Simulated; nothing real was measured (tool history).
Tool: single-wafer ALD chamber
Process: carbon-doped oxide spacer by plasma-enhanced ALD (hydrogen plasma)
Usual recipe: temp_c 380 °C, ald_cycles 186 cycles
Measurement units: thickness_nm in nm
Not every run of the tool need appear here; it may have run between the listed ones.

run,hour,temp_c,ald_cycles,wafers since the last listed run,hours since the last thermocouple change,hours since the gauge calibration,"read-back reference wafer on the same gauge, thickness_nm",thickness_nm
1,0,380,186,0,2076.8,584.8,7.462,8.698
2,30.1,380,186,67,2106.9,614.9,7.471,8.681
3,55.4,380,186,57,2132.2,640.2,7.47,8.697
4,85.3,387,186,67,2162.1,670.1,7.476,8.676
5,105.8,387,186,46,2182.6,690.6,7.467,8.684
6,118.4,369,214,28,2195.2,703.2,7.474,10.038
7,133.6,369,214,34,2210.4,718.4,7.471,9.984
8,212.7,369,214,178,2289.5,797.5,7.468,10.008
9,230,380,186,39,2306.8,814.8,7.472,8.744
10,264.4,380,186,77,2341.2,849.2,7.469,8.672
11,285.1,380,186,46,2361.9,869.9,7.466,8.679
12,298.7,380,186,30,2375.5,883.5,7.468,8.677
13,322.2,386,176,53,2399,907,7.471,8.193
14,343.8,380,186,48,2420.6,928.6,7.468,8.667
15,363,380,186,43,2439.8,947.8,7.472,8.646
16,381.4,370,200,41,2458.2,966.2,7.467,9.328
17,395.7,380,186,32,2472.5,980.5,7.469,8.702
# hour 443: gauge calibrated
18,492.4,391,172,218,2569.2,49.4,7.469,8.066
19,505.2,380,218,28,2582,62.2,7.47,10.161
# hour 515.6: thermocouple changed; heater temperature recalibrated
20,524.3,376,204,25,8.7,81.3,7.468,9.513
21,550.1,366,150,58,34.5,107.1,7.474,6.979
22,569.3,391,186,43,53.7,126.3,7.465,8.697
23,588.2,368,186,42,72.6,145.2,7.472,8.662
24,661.1,380,186,164,145.5,218.1,7.465,8.678
25,761.1,375,186,225,245.5,318.1,7.462,8.716
26,796.9,380,220,80,281.3,353.9,7.468,10.309
27,838.5,368,159,93,322.9,395.5,7.475,7.442
28,853.9,373,211,34,338.3,410.9,7.476,9.877
29,871.1,369,154,38,355.5,428.1,7.469,7.172
30,893.3,380,175,50,377.7,450.3,7.47,8.158
31,912.8,380,175,43,397.2,469.8,7.474,8.174
32,941.9,373,173,65,426.3,498.9,7.467,8.099
33,986.7,365,186,101,471.1,543.7,7.472,8.683

Below are 5 alternative next runs, each starting from the tool's condition after run 33. Predict each:
A,987.4,380,186,1,471.8,544.4,?,?
B,987.4,380,156,1,471.8,544.4,?,?
C,987.4,372,186,1,471.8,544.4,?,?
D,987.4,394,217,1,471.8,544.4,?,?
E,987.4,375,173,1,471.8,544.4,?,?

run,"read-back reference wafer on the same gauge, thickness_nm",thickness_nm
A,7.47,8.673
B,7.47,7.274
C,7.47,8.673
D,7.47,10.119
E,7.47,8.067
Had the tool no hidden state, the same runs would have come out as:
run,thickness_nm
A,8.673
B,7.274
C,8.673
D,10.119
E,8.067
